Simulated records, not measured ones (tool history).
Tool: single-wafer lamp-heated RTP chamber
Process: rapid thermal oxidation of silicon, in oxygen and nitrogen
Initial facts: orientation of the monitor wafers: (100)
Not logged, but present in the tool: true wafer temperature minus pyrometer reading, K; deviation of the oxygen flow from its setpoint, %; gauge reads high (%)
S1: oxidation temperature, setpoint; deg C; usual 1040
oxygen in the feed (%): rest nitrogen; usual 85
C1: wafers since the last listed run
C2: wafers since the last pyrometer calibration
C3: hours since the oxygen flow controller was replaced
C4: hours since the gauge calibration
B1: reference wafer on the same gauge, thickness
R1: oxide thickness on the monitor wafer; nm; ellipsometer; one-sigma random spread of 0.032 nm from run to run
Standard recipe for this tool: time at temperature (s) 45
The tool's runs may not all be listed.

{"run": 1, "hour": 0.0, "S1": 1040, "time at temperature (s)": 45, "oxygen in the feed (%)": 85, "C1": 0, "C2": 2071, "C3": 3964.9, "C4": 449, "B1": 7.064, "R1": 6.828}
{"run": 2, "hour": 73.9, "S1": 1040, "time at temperature (s)": 45, "oxygen in the feed (%)": 85, "C1": 1225, "C2": 3296, "C3": 4038.8, "C4": 522.9, "B1": 7.081, "R1": 6.981}
{"run": 3, "hour": 99.6, "S1": 1040, "time at temperature (s)": 45, "oxygen in the feed (%)": 85, "C1": 426, "C2": 3723, "C3": 4064.5, "C4": 548.6, "B1": 7.065, "R1": 6.955}
{"run": 4, "hour": 159.4, "S1": 1050, "time at temperature (s)": 59, "oxygen in the feed (%)": 85, "C1": 991, "C2": 4714, "C3": 4124.3, "C4": 608.4, "B1": 7.079, "R1": 8.495}
{"hour": 172.5, "done": "pyrometer window cleaned and pyrometer calibrated"}
{"run": 5, "hour": 183.8, "S1": 1050, "time at temperature (s)": 59, "oxygen in the feed (%)": 85, "C1": 272, "C2": 186, "C3": 4148.7, "C4": 632.8, "B1": 7.077, "R1": 8.225}
{"run": 6, "hour": 241.9, "S1": 1050, "time at temperature (s)": 59, "oxygen in the feed (%)": 85, "C1": 963, "C2": 1150, "C3": 4206.8, "C4": 690.9, "B1": 7.067, "R1": 8.256}
{"run": 7, "hour": 296.7, "S1": 1040, "time at temperature (s)": 45, "oxygen in the feed (%)": 85, "C1": 908, "C2": 2059, "C3": 4261.6, "C4": 745.7, "B1": 7.065, "R1": 6.882}
{"run": 8, "hour": 336.9, "S1": 1040, "time at temperature (s)": 45, "oxygen in the feed (%)": 85, "C1": 666, "C2": 2725, "C3": 4301.8, "C4": 785.9, "B1": 7.081, "R1": 6.935}
{"run": 9, "hour": 363.3, "S1": 1040, "time at temperature (s)": 45, "oxygen in the feed (%)": 85, "C1": 437, "C2": 3163, "C3": 4328.2, "C4": 812.3, "B1": 7.061, "R1": 6.935}
{"run": 10, "hour": 411.1, "S1": 1040, "time at temperature (s)": 45, "oxygen in the feed (%)": 85, "C1": 792, "C2": 3956, "C3": 4376, "C4": 860.1, "B1": 7.082, "R1": 6.979}
{"run": 11, "hour": 461.1, "S1": 1040, "time at temperature (s)": 45, "oxygen in the feed (%)": 85, "C1": 829, "C2": 4785, "C3": 4426, "C4": 910.1, "B1": 7.057, "R1": 7.069}
{"hour": 500.5, "done": "pyrometer window cleaned and pyrometer calibrated"}
{"run": 12, "hour": 525.9, "S1": 1040, "time at temperature (s)": 45, "oxygen in the feed (%)": 85, "C1": 942, "C2": 421, "C3": 4490.8, "C4": 974.9, "B1": 7.077, "R1": 6.758}
{"run": 13, "hour": 577.9, "S1": 1050, "time at temperature (s)": 45, "oxygen in the feed (%)": 85, "C1": 862, "C2": 1283, "C3": 4542.8, "C4": 1026.9, "B1": 7.069, "R1": 7.316}
{"hour": 594.7, "done": "oxygen flow controller replaced"}
{"run": 14, "hour": 611.7, "S1": 1040, "time at temperature (s)": 45, "oxygen in the feed (%)": 98, "C1": 427, "C2": 1711, "C3": 17, "C4": 1060.7, "B1": 7.068, "R1": 7.196}
{"run": 15, "hour": 641.6, "S1": 1040, "time at temperature (s)": 45, "oxygen in the feed (%)": 98, "C1": 495, "C2": 2207, "C3": 46.9, "C4": 1090.6, "B1": 7.076, "R1": 7.233}
{"hour": 775.6, "done": "pyrometer window cleaned and pyrometer calibrated"}
{"run": 16, "hour": 776.1, "S1": 1040, "time at temperature (s)": 45, "oxygen in the feed (%)": 85, "C1": 2098, "C2": 8, "C3": 181.4, "C4": 1225.1, "B1": 7.07, "R1": 6.893}
{"run": 17, "hour": 830.5, "S1": 1040, "time at temperature (s)": 58, "oxygen in the feed (%)": 85, "C1": 902, "C2": 910, "C3": 235.8, "C4": 1279.5, "B1": 7.072, "R1": 7.742}
{"run": 18, "hour": 877.9, "S1": 1040, "time at temperature (s)": 38, "oxygen in the feed (%)": 98, "C1": 786, "C2": 1696, "C3": 283.2, "C4": 1326.9, "B1": 7.07, "R1": 6.704}
{"run": 19, "hour": 943.1, "S1": 1026, "time at temperature (s)": 60, "oxygen in the feed (%)": 98, "C1": 1081, "C2": 2777, "C3": 348.4, "C4": 1392.1, "B1": 7.074, "R1": 7.493}
{"run": 20, "hour": 969.5, "S1": 1022, "time at temperature (s)": 45, "oxygen in the feed (%)": 85, "C1": 437, "C2": 3215, "C3": 374.8, "C4": 1418.5, "B1": 7.08, "R1": 6.046}
{"run": 21, "hour": 1023.8, "S1": 1024, "time at temperature (s)": 35, "oxygen in the feed (%)": 63, "C1": 900, "C2": 4116, "C3": 429.1, "C4": 1472.8, "B1": 7.056, "R1": 5.059}
{"hour": 1056.5, "done": "pyrometer window cleaned and pyrometer calibrated"}
{"run": 22, "hour": 1057.0, "S1": 1054, "time at temperature (s)": 45, "oxygen in the feed (%)": 85, "C1": 417, "C2": 8, "C3": 462.3, "C4": 1506, "B1": 7.071, "R1": 7.512}
{"run": 23, "hour": 1094.1, "S1": 1011, "time at temperature (s)": 30, "oxygen in the feed (%)": 61, "C1": 615, "C2": 623, "C3": 499.4, "C4": 1543.1, "B1": 7.064, "R1": 4.225}
{"run": 24, "hour": 1141.7, "S1": 1040, "time at temperature (s)": 45, "oxygen in the feed (%)": 85, "C1": 789, "C2": 1412, "C3": 547, "C4": 1590.7, "B1": 7.07, "R1": 6.864}
{"hour": 1162.6, "done": "gauge calibrated"}
{"run": 25, "hour": 1203.8, "S1": 1031, "time at temperature (s)": 29, "oxygen in the feed (%)": 98, "C1": 1029, "C2": 2442, "C3": 609.1, "C4": 41.2, "B1": 7.051, "R1": 5.628}
{"run": 26, "hour": 1266.9, "S1": 1040, "time at temperature (s)": 32, "oxygen in the feed (%)": 65, "C1": 1046, "C2": 3489, "C3": 672.2, "C4": 104.3, "B1": 7.068, "R1": 5.494}
{"run": 27, "hour": 1294.1, "S1": 1013, "time at temperature (s)": 45, "oxygen in the feed (%)": 73, "C1": 451, "C2": 3940, "C3": 699.4, "C4": 131.5, "B1": 7.07, "R1": 5.455}
{"run": 28, "hour": 1340.9, "S1": 1032, "time at temperature (s)": 45, "oxygen in the feed (%)": 95, "C1": 776, "C2": 4716, "C3": 746.2, "C4": 178.3, "B1": 7.06, "R1": 6.865}
{"hour": 1369.2, "done": "pyrometer window cleaned and pyrometer calibrated"}
{"run": 29, "hour": 1375.4, "S1": 1057, "time at temperature (s)": 59, "oxygen in the feed (%)": 57, "C1": 439, "C2": 102, "C3": 780.7, "C4": 212.8, "B1": 7.073, "R1": 7.483}
{"run": 30, "hour": 1430.7, "S1": 1040, "time at temperature (s)": 45, "oxygen in the feed (%)": 85, "C1": 917, "C2": 1019, "C3": 836, "C4": 268.1, "B1": 7.074, "R1": 6.815}
{"run": 31, "hour": 1487.6, "S1": 1053, "time at temperature (s)": 45, "oxygen in the feed (%)": 61, "C1": 943, "C2": 1963, "C3": 892.9, "C4": 325, "B1": 7.059, "R1": 6.668}

Results for each run, recomputed without the tool's hidden state and with each run's random variation untouched:
run=1 R1=6.773
run=2 R1=6.874
run=3 R1=6.826
run=4 R1=8.262
run=5 R1=8.224
run=6 R1=8.244
run=7 R1=6.849
run=8 R1=6.877
run=9 R1=6.857
run=10 R1=6.858
run=11 R1=6.891
run=12 R1=6.756
run=13 R1=7.302
run=14 R1=7.168
run=15 R1=7.189
run=16 R1=6.884
run=17 R1=7.725
run=18 R1=6.674
run=19 R1=7.417
run=20 R1=5.967
run=21 R1=4.96
run=22 R1=7.485
run=23 R1=4.208
run=24 R1=6.824
run=25 R1=5.57
run=26 R1=5.402
run=27 R1=5.34
run=28 R1=6.671
run=29 R1=7.46
run=30 R1=6.785
run=31 R1=6.62
